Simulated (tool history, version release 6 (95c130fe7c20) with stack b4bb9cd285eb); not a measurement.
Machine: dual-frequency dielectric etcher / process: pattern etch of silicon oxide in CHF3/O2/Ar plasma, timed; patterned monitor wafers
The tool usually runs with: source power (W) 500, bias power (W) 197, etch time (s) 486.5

run	hour	source power (W)	bias power (W)	etch time (s)	wafers since the last listed run	hours since the last wet clean	hours since the last source power generator calibration	hours since the last bias power generator calibration	hours since the last upper electrode change	hours since the gauge calibration	read-back reference wafer on the same gauge, depth_nm	mean etch depth across the wafer (angstrom)
1	0	500	197	486.5	0	249.9	4477.5	1511	2468.4	214.1	913.4	9231
2	47.6	500	197	486.5	214	297.5	4525.1	1558.6	2516	261.7	911.5	9211
3	74.1	500	197	486.5	119	324	4551.6	1585.1	2542.5	288.2	910.7	9239
4	108.6	500	197	440	155	358.5	4586.1	1619.6	2577	322.7	910.5	8311
5	168.4	500	172	486.5	269	418.3	4645.9	1679.4	2636.8	382.5	912.3	8902
6	222.9	500	172	486.5	245	472.8	4700.4	1733.9	2691.3	437	911.2	8842
7	278.3	500	172	486.5	249	528.2	4755.8	1789.3	2746.7	492.4	910.6	8858
# hour 328.7: wet clean of the chamber
8	337.9	500	197	486.5	160	9.2	4815.4	1848.9	2806.3	552	912.7	8892
9	399	500	197	486.5	275	70.3	4876.5	1910	2867.4	613.1	912.3	8826
10	451.4	500	197	486.5	236	122.7	4928.9	1962.4	2919.8	665.5	911.7	8900
# hour 518.5: gauge calibrated
# hour 528.7: wet clean of the chamber, repeated, since the last time left the tool worse
11	529.2	540	158	486.5	242	0.5	5006.7	2040.2	2997.6	10.7	912	9152
12	561.6	450	174	559.5	146	32.9	5039.1	2072.6	3030	43.1	911.6	10179
# hour 641.9: upper electrode replaced
13	642.4	500	227	361.5	256	113.7	5119.9	2153.4	0.5	123.9	912.1	7100
14	664.8	540	158	486.5	101	136.1	5142.3	2175.8	22.9	146.3	911.6	9092
# hour 692.5: bias power generator calibrated
15	734.1	500	197	406	294	205.4	5211.6	41.6	92.2	215.6	912.1	7707
# hour 750.9: source power generator calibrated
16	770.4	410	180	380	145	241.7	19.5	77.9	128.5	251.9	912.5	6783
17	821	540	227	531	228	292.3	70.1	128.5	179.1	302.5	911.1	10559
18	876.9	570	197	622.5	252	348.2	126	184.4	235	358.4	911.5	12137
19	912.6	500	197	486.5	160	383.9	161.7	220.1	270.7	394.1	911	9110
20	962.6	500	197	422.5	225	433.9	211.7	270.1	320.7	444.1	911.6	7919
# hour 1014.4: wet clean of the chamber
21	1014.9	500	228	395	127	0.5	264	322.4	373	496.4	911.7	7811

The same runs without the tool's hidden state, with the same run-to-run variation:
Hidden conditions of the tool in this case: etch rate over this chamber's usual, %; source power that arrives over what is set, %; bias power that arrives over what is set, %; gauge reads high (%).
run	mean etch depth across the wafer (angstrom)
1	9352
2	9353
3	9394
4	8465
5	9095
6	9058
7	9100
8	9312
9	9272
10	9375
11	9154
12	10197
13	7140
14	9154
15	7786
16	6865
17	10714
18	12349
19	9286
20	8092
21	7810

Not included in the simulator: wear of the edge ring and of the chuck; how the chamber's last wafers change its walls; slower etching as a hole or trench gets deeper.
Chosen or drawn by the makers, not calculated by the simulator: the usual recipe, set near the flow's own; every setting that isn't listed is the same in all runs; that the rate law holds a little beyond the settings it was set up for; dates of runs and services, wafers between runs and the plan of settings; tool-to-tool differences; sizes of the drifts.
